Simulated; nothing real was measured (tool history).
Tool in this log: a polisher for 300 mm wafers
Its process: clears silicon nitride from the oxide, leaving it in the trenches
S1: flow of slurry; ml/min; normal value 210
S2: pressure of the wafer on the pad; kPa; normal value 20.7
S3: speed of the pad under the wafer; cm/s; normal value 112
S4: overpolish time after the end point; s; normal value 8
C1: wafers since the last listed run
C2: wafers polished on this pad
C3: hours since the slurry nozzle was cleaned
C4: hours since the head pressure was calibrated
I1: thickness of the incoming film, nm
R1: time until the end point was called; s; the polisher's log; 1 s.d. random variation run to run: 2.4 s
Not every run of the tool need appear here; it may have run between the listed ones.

run 1 hour=0.0 | S1=270 S2=20.7 S3=112 S4=8 | C1=0 C2=499 C3=520.7 C4=1487.1 | I1=166.2 | R1=144.8
run 2 hour=15.1 | S1=270 S2=20.7 S3=112 S4=8 | C1=60 C2=559 C3=535.8 C4=1502.2 | I1=161.9 | R1=140.8
run 3 hour=26.8 | S1=210 S2=20.7 S3=112 S4=8 | C1=46 C2=606 C3=547.5 C4=1513.9 | I1=162.4 | R1=142.7
run 4 hour=43.7 | S1=210 S2=20.7 S3=112 S4=8 | C1=67 C2=674 C3=564.4 C4=1530.8 | I1=168.5 | R1=149.8
-- hour=48.1 worn pad replaced by a new one
run 5 hour=53.3 | S1=170 S2=20.7 S3=112 S4=8 | C1=22 C2=20 C3=574.0 C4=1540.4 | I1=162.4 | R1=147.7
run 6 hour=62.0 | S1=170 S2=20.7 S3=112 S4=8 | C1=34 C2=55 C3=582.7 C4=1549.1 | I1=165.8 | R1=153.0
run 7 hour=68.1 | S1=210 S2=20.7 S3=124 S4=8 | C1=24 C2=80 C3=588.8 C4=1555.2 | I1=165.7 | R1=131.1
run 8 hour=111.1 | S1=210 S2=20.7 S3=124 S4=8 | C1=172 C2=252 C3=631.8 C4=1598.2 | I1=165.5 | R1=132.4
run 9 hour=127.3 | S1=210 S2=20.7 S3=112 S4=8 | C1=64 C2=317 C3=648.0 C4=1614.4 | I1=161.5 | R1=141.8
-- hour=130.4 head pressure recalibrated
run 10 hour=133.4 | S1=210 S2=20.7 S3=112 S4=8 | C1=16 C2=333 C3=654.1 C4=3.0 | I1=167.7 | R1=151.1
-- hour=181.2 slurry nozzle cleaned
run 11 hour=181.7 | S1=210 S2=20.7 S3=112 S4=8 | C1=189 C2=522 C3=0.5 C4=51.3 | I1=165.2 | R1=146.9
run 12 hour=196.2 | S1=210 S2=20.7 S3=112 S4=8 | C1=58 C2=580 C3=15.0 C4=65.8 | I1=167.8 | R1=147.5
run 13 hour=209.5 | S1=165 S2=23.4 S3=86 S4=9 | C1=53 C2=633 C3=28.3 C4=79.1 | I1=163.7 | R1=175.1
-- hour=219.2 worn pad replaced by a new one
run 14 hour=219.6 | S1=210 S2=20.7 S3=112 S4=8 | C1=24 C2=1 C3=38.4 C4=89.2 | I1=164.1 | R1=145.0
run 15 hour=230.5 | S1=210 S2=20.7 S3=112 S4=8 | C1=43 C2=45 C3=49.3 C4=100.1 | I1=164.9 | R1=142.0
run 16 hour=240.6 | S1=210 S2=26.2 S3=112 S4=8 | C1=40 C2=85 C3=59.4 C4=110.2 | I1=166.7 | R1=117.2
run 17 hour=252.9 | S1=210 S2=16.5 S3=94 S4=12 | C1=49 C2=134 C3=71.7 C4=122.5 | I1=163.5 | R1=215.6
run 18 hour=260.3 | S1=240 S2=26.2 S3=126 S4=3 | C1=29 C2=164 C3=79.1 C4=129.9 | I1=166.6 | R1=103.5
run 19 hour=275.7 | S1=210 S2=20.7 S3=94 S4=8 | C1=61 C2=226 C3=94.5 C4=145.3 | I1=165.5 | R1=174.2
run 20 hour=285.5 | S1=210 S2=24.8 S3=112 S4=8 | C1=39 C2=265 C3=104.3 C4=155.1 | I1=162.3 | R1=121.5
run 21 hour=298.0 | S1=150 S2=20.7 S3=148 S4=11 | C1=50 C2=315 C3=116.8 C4=167.6 | I1=164.0 | R1=117.7
run 22 hour=309.3 | S1=240 S2=25.5 S3=112 S4=8 | C1=45 C2=360 C3=128.1 C4=178.9 | I1=165.2 | R1=118.1
run 23 hour=320.9 | S1=210 S2=20.7 S3=112 S4=8 | C1=46 C2=407 C3=139.7 C4=190.5 | I1=164.9 | R1=147.9
run 24 hour=330.8 | S1=210 S2=25.5 S3=112 S4=11 | C1=39 C2=446 C3=149.6 C4=200.4 | I1=165.2 | R1=119.7
-- hour=376.9 worn pad replaced by a new one
run 25 hour=378.0 | S1=185 S2=16.5 S3=122 S4=8 | C1=172 C2=4 C3=196.8 C4=247.6 | I1=164.5 | R1=165.7
run 26 hour=384.1 | S1=155 S2=20.7 S3=112 S4=8 | C1=24 C2=28 C3=202.9 C4=253.7 | I1=167.2 | R1=157.6
run 27 hour=436.5 | S1=210 S2=20.7 S3=112 S4=8 | C1=209 C2=238 C3=255.3 C4=306.1 | I1=163.7 | R1=144.0
run 28 hour=442.6 | S1=210 S2=20.7 S3=112 S4=8 | C1=24 C2=262 C3=261.4 C4=312.2 | I1=167.6 | R1=149.7
run 29 hour=450.7 | S1=210 S2=20.7 S3=112 S4=8 | C1=32 C2=295 C3=269.5 C4=320.3 | I1=166.8 | R1=150.1
run 30 hour=459.0 | S1=240 S2=20.7 S3=112 S4=8 | C1=33 C2=328 C3=277.8 C4=328.6 | I1=166.2 | R1=145.7
run 31 hour=478.4 | S1=155 S2=14.5 S3=130 S4=6 | C1=77 C2=406 C3=297.2 C4=348.0 | I1=163.9 | R1=179.7
run 32 hour=487.6 | S1=210 S2=20.7 S3=112 S4=8 | C1=36 C2=442 C3=306.4 C4=357.2 | I1=164.9 | R1=146.3
run 33 hour=495.8 | S1=175 S2=20.7 S3=112 S4=4 | C1=32 C2=475 C3=314.6 C4=365.4 | I1=167.6 | R1=155.0
run 34 hour=511.7 | S1=210 S2=20.7 S3=112 S4=8 | C1=63 C2=539 C3=330.5 C4=381.3 | I1=165.1 | R1=149.9
run 35 hour=518.2 | S1=210 S2=20.7 S3=112 S4=4 | C1=26 C2=565 C3=337.0 C4=387.8 | I1=165.0 | R1=148.4
-- hour=528.7 worn pad replaced by a new one
run 36 hour=534.3 | S1=210 S2=20.7 S3=112 S4=8 | C1=48 C2=22 C3=353.1 C4=403.9 | I1=165.3 | R1=141.5
run 37 hour=543.1 | S1=210 S2=15.9 S3=126 S4=11 | C1=35 C2=57 C3=361.9 C4=412.7 | I1=164.7 | R1=165.2

List, for all runs, the conditions of the tool that the log does not record:
removal rate lost through wear of the pad, %: 0 on each run
slurry flow missing at the pad, %: 0 on each run
deviation of the head's pressure from its setpoint, %: 0 on each run
